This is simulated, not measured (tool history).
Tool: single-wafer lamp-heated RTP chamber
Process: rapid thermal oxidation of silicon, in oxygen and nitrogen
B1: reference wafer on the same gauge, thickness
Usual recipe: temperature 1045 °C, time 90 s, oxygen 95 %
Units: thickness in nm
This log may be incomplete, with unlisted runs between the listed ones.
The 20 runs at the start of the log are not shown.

run 21 hour=1602.2 | temperature=1045 time=90 oxygen=95 | B1=11.359 | thickness=10.144
run 22 hour=1670.4 | temperature=1060 time=132 oxygen=95 | B1=11.381 | thickness=13.540
run 23 hour=1833.8 | temperature=1037 time=90 oxygen=95 | B1=11.349 | thickness=9.768
run 24 hour=1916.9 | temperature=1021 time=45 oxygen=98 | B1=11.358 | thickness=6.523
run 25 hour=1985.5 | temperature=1045 time=90 oxygen=95 | B1=11.368 | thickness=10.373
-- hour=2026.5 pyrometer window cleaned and pyrometer calibrated
run 26 hour=2036.4 | temperature=1045 time=90 oxygen=95 | B1=11.368 | thickness=9.991
run 27 hour=2144.2 | temperature=1045 time=58 oxygen=95 | B1=11.350 | thickness=8.153
run 28 hour=2197.3 | temperature=1024 time=46 oxygen=66 | B1=11.377 | thickness=5.615
run 29 hour=2251.1 | temperature=1030 time=104 oxygen=80 | B1=11.364 | thickness=9.127
run 30 hour=2314.7 | temperature=1045 time=90 oxygen=95 | B1=11.370 | thickness=10.077
run 31 hour=2366.0 | temperature=1072 time=120 oxygen=95 | B1=11.377 | thickness=13.952
run 32 hour=2428.7 | temperature=1021 time=90 oxygen=95 | B1=11.366 | thickness=8.685
run 33 hour=2528.0 | temperature=1045 time=90 oxygen=95 | B1=11.371 | thickness=10.257
run 34 hour=2632.6 | temperature=1026 time=53 oxygen=98 | B1=11.384 | thickness=7.114

Forecast run 35:
-- hour=2643.4 pyrometer window cleaned and pyrometer calibrated
run 35 hour=2714.8 | temperature=1045 time=90 oxygen=95 | B1=? | thickness=?

Logged for run 35: B1 11.363, thickness 10.022 nm.
On a tool with no hidden condition, and with the same random variation, this run would have come out at thickness 9.981 nm.
